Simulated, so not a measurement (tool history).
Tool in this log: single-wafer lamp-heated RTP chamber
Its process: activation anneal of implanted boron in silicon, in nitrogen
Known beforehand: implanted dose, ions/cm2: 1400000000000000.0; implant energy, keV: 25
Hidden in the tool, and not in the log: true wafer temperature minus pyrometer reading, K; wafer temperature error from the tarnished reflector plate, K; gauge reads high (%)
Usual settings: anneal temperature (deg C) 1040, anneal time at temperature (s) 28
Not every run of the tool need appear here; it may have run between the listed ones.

run   hour  anneal temperature (deg C)  anneal time at temperature (s)  wafers since the last listed run  wafers since the last pyrometer calibration  wafers since the reflector plate was cleaned  hours since the gauge calibration  read-back reference wafer on the same gauge, sheet resistance  sheet resistance of the implanted and annealed layer (ohm/square)
  1      0                        1061                              31                                 0                                         5601                                          9627                              129.5                                                          80.78                                                              88.62
  2   23.4                        1061                              31                               272                                         5874                                          9900                              152.9                                                           80.8                                                              88.44
  3   36.8                        1061                              31                               156                                         6030                                         10056                              166.3                                                          80.77                                                              88.42
  4   46.8                        1040                              28                               116                                         6147                                         10173                              176.3                                                          80.76                                                              89.77
  5   53.1                        1040                              28                                73                                         6220                                         10246                              182.6                                                          80.82                                                              89.79
  6   61.3                        1050                              34                                95                                         6316                                         10342                              190.8                                                          80.76                                                              89.48
  7     69                        1040                              36                                89                                         6406                                         10432                              198.5                                                          80.81                                                              89.91
      77.1  -- pyrometer window cleaned and pyrometer calibrated
  8     79                        1020                              28                                23                                           22                                         10455                              208.5                                                          80.83                                                              92.25
  9   94.6                        1017                              28                               181                                          204                                         10637                              224.1                                                          80.75                                                              92.42
      97.8  -- gauge calibrated
     105.8  -- reflector plate cleaned
 10    112                        1040                              28                               109                                          313                                            72                               14.2                                                          80.88                                                              89.65
 11  122.2                        1061                              28                               118                                          432                                           191                               24.4                                                          80.79                                                              88.81
 12  134.1                        1027                              24                               138                                          571                                           330                               36.3                                                          80.74                                                              91.59
 13  154.1                        1040                              28                               233                                          805                                           563                               56.3                                                           80.8                                                              90.01
 14  169.5                        1050                              34                               179                                          984                                           742                               71.7                                                          80.68                                                              88.96
 15  181.4                        1062                              44                               138                                         1123                                           881                               83.6                                                          80.75                                                              87.41
 16  192.9                        1051                              13                               134                                         1257                                          1015                               95.1                                                          80.89                                                              90.32
 17  203.1                        1025                              43                               118                                         1376                                          1134                              105.3                                                           80.8                                                              91.09

Each row is a separate what-if for the run after 17, all from the same tool condition, not one after another. Results?
  A  203.5                        1027                              28                                 4                                         1381                                          1139                              105.7                                                              ?                                                                  ?
  B  203.5                        1059                              28                                 4                                         1381                                          1139                              105.7                                                              ?                                                                  ?
  C  203.5                        1025                              28                                 4                                         1381                                          1139                              105.7                                                              ?                                                                  ?
  D  203.5                        1053                              33                                 4                                         1381                                          1139                              105.7                                                              ?                                                                  ?
  E  203.5                        1049                              28                                 4                                         1381                                          1139                              105.7                                                              ?                                                                  ?

run  read-back reference wafer on the same gauge, sheet resistance  sheet resistance of the implanted and annealed layer (ohm/square)
  A                                                          80.76                                                               91.7
  B                                                          80.76                                                               89.1
  C                                                          80.76                                                              91.92
  D                                                          80.76                                                              89.24
  E                                                          80.76                                                               89.8
Without the tool's unlogged condition, the same runs would have read:
run  sheet resistance of the implanted and annealed layer (ohm/square)
  A                                                               91.7
  B                                                               89.1
  C                                                              91.92
  D                                                              89.24
  E                                                               89.8

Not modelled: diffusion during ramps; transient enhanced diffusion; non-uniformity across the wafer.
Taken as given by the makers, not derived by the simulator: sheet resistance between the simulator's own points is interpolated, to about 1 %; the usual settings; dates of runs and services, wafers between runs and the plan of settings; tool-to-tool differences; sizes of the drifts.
